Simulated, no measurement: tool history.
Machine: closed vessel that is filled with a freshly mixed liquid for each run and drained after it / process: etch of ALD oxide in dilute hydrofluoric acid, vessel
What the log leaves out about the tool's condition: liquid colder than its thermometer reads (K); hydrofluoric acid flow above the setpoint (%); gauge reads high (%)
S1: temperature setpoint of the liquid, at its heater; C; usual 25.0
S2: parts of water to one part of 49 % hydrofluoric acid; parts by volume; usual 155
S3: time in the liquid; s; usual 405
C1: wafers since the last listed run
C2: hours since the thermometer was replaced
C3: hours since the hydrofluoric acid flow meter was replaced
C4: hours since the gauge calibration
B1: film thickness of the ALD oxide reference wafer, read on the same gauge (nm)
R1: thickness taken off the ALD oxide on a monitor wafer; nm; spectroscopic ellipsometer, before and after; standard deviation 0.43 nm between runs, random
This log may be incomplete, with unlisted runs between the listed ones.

| run | hour | S1 | S2 | S3 | C1 | C2 | C3 | C4 | B1 | R1 |
|---|---|---|---|---|---|---|---|---|---|---|
| 1 | 0.0 | 25.0 | 155 | 405 | 0 | 1842.1 | 573.4 | 1200.3 | 79.99 | 41.67 |
| 2 | 39.2 | 25.0 | 155 | 405 | 4356 | 1881.3 | 612.6 | 1239.5 | 80.00 | 41.70 |
| 3 | 85.6 | 25.0 | 155 | 405 | 5157 | 1927.7 | 659.0 | 1285.9 | 80.05 | 41.60 |
| 4 | 155.3 | 25.0 | 155 | 405 | 7746 | 1997.4 | 728.7 | 1355.6 | 79.98 | 42.59 |
| 5 | 212.7 | 25.0 | 155 | 405 | 6379 | 2054.8 | 786.1 | 1413.0 | 79.99 | 42.27 |
| 6 | 262.0 | 25.0 | 155 | 405 | 5479 | 2104.1 | 835.4 | 1462.3 | 80.03 | 41.23 |
| 7 | 291.6 | 25.0 | 155 | 405 | 3289 | 2133.7 | 865.0 | 1491.9 | 80.03 | 41.78 |
| 8 | 360.3 | 25.0 | 155 | 405 | 7635 | 2202.4 | 933.7 | 1560.6 | 80.02 | 41.47 |
| 9 | 430.4 | 25.0 | 155 | 405 | 7791 | 2272.5 | 1003.8 | 1630.7 | 80.00 | 40.79 |
| 10 | 459.1 | 25.0 | 155 | 405 | 3189 | 2301.2 | 1032.5 | 1659.4 | 79.96 | 40.77 |
|  | 513.2 | gauge calibrated |
| 11 | 525.0 | 25.0 | 155 | 405 | 7324 | 2367.1 | 1098.4 | 11.8 | 80.01 | 41.58 |
| 12 | 588.2 | 25.0 | 155 | 405 | 7024 | 2430.3 | 1161.6 | 75.0 | 79.98 | 41.10 |
| 13 | 613.5 | 25.0 | 155 | 405 | 2811 | 2455.6 | 1186.9 | 100.3 | 80.03 | 41.28 |
| 14 | 673.7 | 25.0 | 155 | 550 | 6690 | 2515.8 | 1247.1 | 160.5 | 79.98 | 55.44 |
| 15 | 715.7 | 23.0 | 200 | 405 | 4668 | 2557.8 | 1289.1 | 202.5 | 80.01 | 28.42 |
|  | 752.5 | hydrofluoric acid flow meter replaced |
| 16 | 780.4 | 25.0 | 155 | 405 | 7079 | 2622.5 | 27.9 | 267.2 | 80.00 | 40.04 |
| 17 | 847.4 | 25.0 | 155 | 615 | 7446 | 2689.5 | 94.9 | 334.2 | 80.03 | 63.47 |
| 18 | 916.0 | 29.0 | 85 | 290 | 7624 | 2758.1 | 163.5 | 402.8 | 80.00 | 67.99 |
| 19 | 986.3 | 25.0 | 155 | 485 | 7813 | 2828.4 | 233.8 | 473.1 | 80.02 | 47.87 |
| 20 | 1044.0 | 25.0 | 155 | 405 | 6413 | 2886.1 | 291.5 | 530.8 | 79.98 | 40.37 |
|  | 1047.0 | thermometer replaced |
| 21 | 1093.5 | 25.0 | 155 | 405 | 5390 | 46.5 | 341.0 | 580.3 | 80.01 | 44.09 |
| 22 | 1118.8 | 28.0 | 155 | 640 | 2811 | 71.8 | 366.3 | 605.6 | 79.98 | 78.13 |
| 23 | 1152.0 | 25.0 | 155 | 405 | 3690 | 105.0 | 399.5 | 638.8 | 80.00 | 43.50 |
| 24 | 1220.3 | 25.0 | 155 | 405 | 7591 | 173.3 | 467.8 | 707.1 | 80.01 | 44.04 |
| 25 | 1264.5 | 28.5 | 130 | 235 | 4912 | 217.5 | 512.0 | 751.3 | 80.03 | 36.03 |
| 26 | 1293.7 | 27.5 | 135 | 595 | 3245 | 246.7 | 541.2 | 780.5 | 79.98 | 84.32 |
| 27 | 1339.3 | 25.0 | 155 | 600 | 5068 | 292.3 | 586.8 | 826.1 | 79.98 | 64.95 |
| 28 | 1405.3 | 25.0 | 155 | 405 | 7335 | 358.3 | 652.8 | 892.1 | 80.04 | 44.12 |
| 29 | 1438.7 | 22.5 | 180 | 190 | 3712 | 391.7 | 686.2 | 925.5 | 80.04 | 15.83 |
| 30 | 1475.5 | 26.5 | 105 | 195 | 4090 | 428.5 | 723.0 | 962.3 | 80.02 | 34.70 |
| 31 | 1519.0 | 29.0 | 225 | 635 | 4834 | 472.0 | 766.5 | 1005.8 | 80.02 | 50.89 |
| 32 | 1580.5 | 23.0 | 215 | 605 | 6835 | 533.5 | 828.0 | 1067.3 | 80.00 | 40.73 |
| 33 | 1652.2 | 25.0 | 155 | 405 | 7969 | 605.2 | 899.7 | 1139.0 | 80.01 | 43.23 |
| 34 | 1713.4 | 27.5 | 135 | 215 | 6802 | 666.4 | 960.9 | 1200.2 | 80.02 | 30.43 |
| 35 | 1764.1 | 25.0 | 200 | 180 | 5635 | 717.1 | 1011.6 | 1250.9 | 80.01 | 14.12 |

Take each entry between the runs: how does the hidden state at the last listed run before it differ from the hidden state at the first listed run after it?
Between runs 10 and 11: gauge calibrated (hour 513.2)
  liquid colder than its thermometer reads (K): 2.02 -> 2.08
  measured value less the no-hidden-state value, R1: -3.26 -> -3.43 nm
Between runs 15 and 16: hydrofluoric acid flow meter replaced (hour 752.5)
  liquid colder than its thermometer reads (K): 2.24 -> 2.3
  measured value less the no-hidden-state value, R1: -2.51 -> -3.67 nm
Between runs 20 and 21: thermometer replaced (hour 1047.0)
  liquid colder than its thermometer reads (K): 2.53 -> 0.073
  measured value less the no-hidden-state value, R1: -4.10 -> -0.11 nm
